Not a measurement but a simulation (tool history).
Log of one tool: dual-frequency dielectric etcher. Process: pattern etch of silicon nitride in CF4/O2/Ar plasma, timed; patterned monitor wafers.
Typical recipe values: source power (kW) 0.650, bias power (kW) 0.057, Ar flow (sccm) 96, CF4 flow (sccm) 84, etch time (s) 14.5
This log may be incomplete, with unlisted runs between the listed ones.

run     day  source power (kW)  bias power (kW)  Ar flow (sccm)  CF4 flow (sccm)  etch time (s)  read-back reference wafer on the same gauge, depth_nm  mean etch depth across the wafer (nm)
  1   0.000              0.650            0.057              96               84           14.5                                                  35.58                                  35.48
  2   2.438              0.650            0.057              96               84           11.5                                                  35.60                                  27.94
  3   6.504              0.650            0.057              96               84           14.5                                                  35.59                                  34.86
  4   8.608              0.650            0.057              96               84           14.5                                                  35.65                                  35.11
  5  10.629              0.650            0.057              96               84           14.5                                                  35.59                                  34.97
     13.988  -- wet clean of the chamber
  6  14.008              0.650            0.064              96               84           14.5                                                  35.59                                  36.92
  7  15.842              0.650            0.064              96               84           14.5                                                  35.63                                  36.85
  8  18.471              0.650            0.064              96               84           14.5                                                  35.64                                  36.99
     20.700  -- CF4 flow controller replaced
     26.233  -- Ar flow controller replaced
  9  30.100              0.650            0.057              96               84           14.5                                                  35.54                                  35.04
     30.358  -- bias power generator calibrated
     32.188  -- upper electrode replaced
 10  33.925              0.650            0.050              96               84           14.5                                                  35.57                                  33.25
 11  35.854              0.650            0.057              96               84           11.5                                                  35.65                                  27.64
     38.275  -- wet clean of the chamber
 12  38.650              0.650            0.057              96               84           18.5                                                  35.57                                  45.11
 13  41.333              0.650            0.057              96               84           14.5                                                  35.62                                  35.31
     42.371  -- source power generator calibrated
 14  43.650              0.690            0.048             112              101           14.5                                                  35.57                                  34.87
 15  46.225              0.650            0.057              96               84           14.5                                                  35.57                                  35.05
     46.333  -- gauge calibrated
 16  49.525              0.650            0.057              96               84           14.5                                                  35.62                                  35.11
 17  53.092              0.600            0.057              96               84           11.0                                                  35.63                                  25.02
 18  55.883              0.650            0.051             112              100           12.5                                                  35.61                                  29.13
 19  57.929              0.650            0.057              96               84           14.5                                                  35.60                                  34.84
     59.083  -- wet clean of the chamber
 20  60.038              0.600            0.061              84               84           10.5                                                  35.61                                  25.09
 21  61.988              0.650            0.045              96               74           10.0                                                  35.60                                  22.11

Each row is a separate what-if for the run after 21, all from the same tool condition, not one after another. Results?
  A  62.004              0.650            0.057              96               84           14.5                                                      ?                                      ?
  B  62.004              0.570            0.067              96               84           14.5                                                      ?                                      ?
  C  62.004              0.650            0.057              96               84           12.0                                                      ?                                      ?
  D  62.004              0.650            0.062              96               84           14.5                                                      ?                                      ?

run  read-back reference wafer on the same gauge, depth_nm  mean etch depth across the wafer (nm)
  A                                                  35.61                                  35.34
  B                                                  35.61                                  33.98
  C                                                  35.61                                  29.25
  D                                                  35.61                                  36.46
Stripped of hidden state, with their random variation kept, the same runs would have yielded:
run  mean etch depth across the wafer (nm)
  A                                  35.39
  B                                  34.03
  C                                  29.29
  D                                  36.51
